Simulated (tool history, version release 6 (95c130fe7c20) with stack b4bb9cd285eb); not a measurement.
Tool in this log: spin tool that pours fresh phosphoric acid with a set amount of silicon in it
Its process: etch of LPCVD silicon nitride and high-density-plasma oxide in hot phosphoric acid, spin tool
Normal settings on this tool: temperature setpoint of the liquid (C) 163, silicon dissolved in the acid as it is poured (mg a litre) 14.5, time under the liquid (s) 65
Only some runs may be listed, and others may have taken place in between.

run   hour  temperature setpoint of the liquid (C)  silicon dissolved in the acid as it is poured (mg a litre)  time under the liquid (s)  wafers since the last listed run  hours since the thermometer was replaced  hours since the dissolved silicon flow meter was replaced  hours since the heated supply line was repaired  hours since the gauge calibration  read-back film thickness of the LPCVD silicon nitride reference wafer, read on the same gauge (nm)  thickness taken off the LPCVD silicon nitride on a monitor wafer (nm)
  1      0                                     163                                                        14.5                         65                                 0                                    1456.2                                                     2340.2                                            942.2                               21.8                                                                                               49.99                                                                   6.26
  2   14.7                                     163                                                        14.5                         65                               112                                    1470.9                                                     2354.9                                            956.9                               36.5                                                                                               50.01                                                                   6.28
  3   21.8                                     163                                                        14.5                         65                                54                                      1478                                                       2362                                              964                               43.6                                                                                                  50                                                                   6.24
  4   71.9                                     163                                                        19.5                         50                               384                                    1528.1                                                     2412.1                                           1014.1                               93.7                                                                                               49.98                                                                   4.79
      73.6  -- heated supply line repaired
  5   83.6                                     162                                                        14.5                         65                                82                                    1539.8                                                     2423.8                                               10                              105.4                                                                                                  50                                                                   6.78
      97.4  -- dissolved silicon flow meter replaced
  6   99.3                                     162                                                        14.5                         65                               112                                    1555.5                                                        1.9                                             25.7                              121.1                                                                                               49.99                                                                   6.64
  7  113.5                                     162                                                        14.5                         65                               109                                    1569.7                                                       16.1                                             39.9                              135.3                                                                                               50.01                                                                   6.64
  8  124.4                                     163                                                        14.5                         65                                83                                    1580.6                                                         27                                             50.8                              146.2                                                                                                  50                                                                   6.89
     138.1  -- thermometer replaced
  9  138.6                                     164                                                           3                         90                               101                                       0.5                                                       41.2                                               65                              160.4                                                                                               49.99                                                                   9.92
       143  -- gauge calibrated
 10  146.1                                     163                                                        14.5                         65                                57                                         8                                                       48.7                                             72.5                                3.1                                                                                               49.98                                                                   6.74
 11  154.5                                     163                                                        14.5                         65                                64                                      16.4                                                       57.1                                             80.9                               11.5                                                                                               49.99                                                                   6.76
 12  169.2                                     163                                                        14.5                         65                               112                                      31.1                                                       71.8                                             95.6                               26.2                                                                                               50.02                                                                   6.79
 13  182.1                                   161.5                                                           6                        100                                99                                        44                                                       84.7                                            108.5                               39.1                                                                                               50.02                                                                  10.01
 14  204.6                                     163                                                        14.5                         65                               172                                      66.5                                                      107.2                                              131                               61.6                                                                                               49.99                                                                   6.86
 15  211.8                                   160.5                                                           6                         30                                55                                      73.7                                                      114.4                                            138.2                               68.8                                                                                               49.99                                                                    2.9
 16  226.5                                   165.5                                                          10                         40                               112                                      88.4                                                      129.1                                            152.9                               83.5                                                                                                  50                                                                   4.55
 17  236.5                                     164                                                        14.5                         65                                76                                      98.4                                                      139.1                                            162.9                               93.5                                                                                               49.98                                                                   7.03
 18  247.2                                     163                                                        14.5                         80                                82                                     109.1                                                      149.8                                            173.6                              104.2                                                                                               49.98                                                                   8.43
 19    255                                     164                                                        23.5                         80                                59                                     116.9                                                      157.6                                            181.4                                112                                                                                                  50                                                                   8.71
 20  262.7                                     163                                                        14.5                         65                                59                                     124.6                                                      165.3                                            189.1                              119.7                                                                                               50.01                                                                   6.79

Here are 5 independent what-if runs from the current tool condition. What would each one return?
  A  263.1                                     163                                                        14.5                         65                                 3                                       125                                                      165.7                                            189.5                              120.1                                                                                                   ?                                                                      ?
  B  263.1                                     165                                                          11                         30                                 3                                       125                                                      165.7                                            189.5                              120.1                                                                                                   ?                                                                      ?
  C  263.1                                   160.5                                                        14.5                        105                                 3                                       125                                                      165.7                                            189.5                              120.1                                                                                                   ?                                                                      ?
  D  263.1                                     162                                                          22                         65                                 3                                       125                                                      165.7                                            189.5                              120.1                                                                                                   ?                                                                      ?
  E  263.1                                     164                                                        11.5                         35                                 3                                       125                                                      165.7                                            189.5                              120.1                                                                                                   ?                                                                      ?

run  read-back film thickness of the LPCVD silicon nitride reference wafer, read on the same gauge (nm)  thickness taken off the LPCVD silicon nitride on a monitor wafer (nm)
  A                                                                                               49.98                                                                   6.72
  B                                                                                               49.98                                                                   3.31
  C                                                                                               49.98                                                                   9.99
  D                                                                                               49.98                                                                    6.5
  E                                                                                               49.98                                                                   3.74
Had the tool no hidden state, the same runs would have come out as:
run  thickness taken off the LPCVD silicon nitride on a monitor wafer (nm)
  A                                                                   6.91
  B                                                                   3.41
  C                                                                  10.28
  D                                                                   6.69
  E                                                                   3.85

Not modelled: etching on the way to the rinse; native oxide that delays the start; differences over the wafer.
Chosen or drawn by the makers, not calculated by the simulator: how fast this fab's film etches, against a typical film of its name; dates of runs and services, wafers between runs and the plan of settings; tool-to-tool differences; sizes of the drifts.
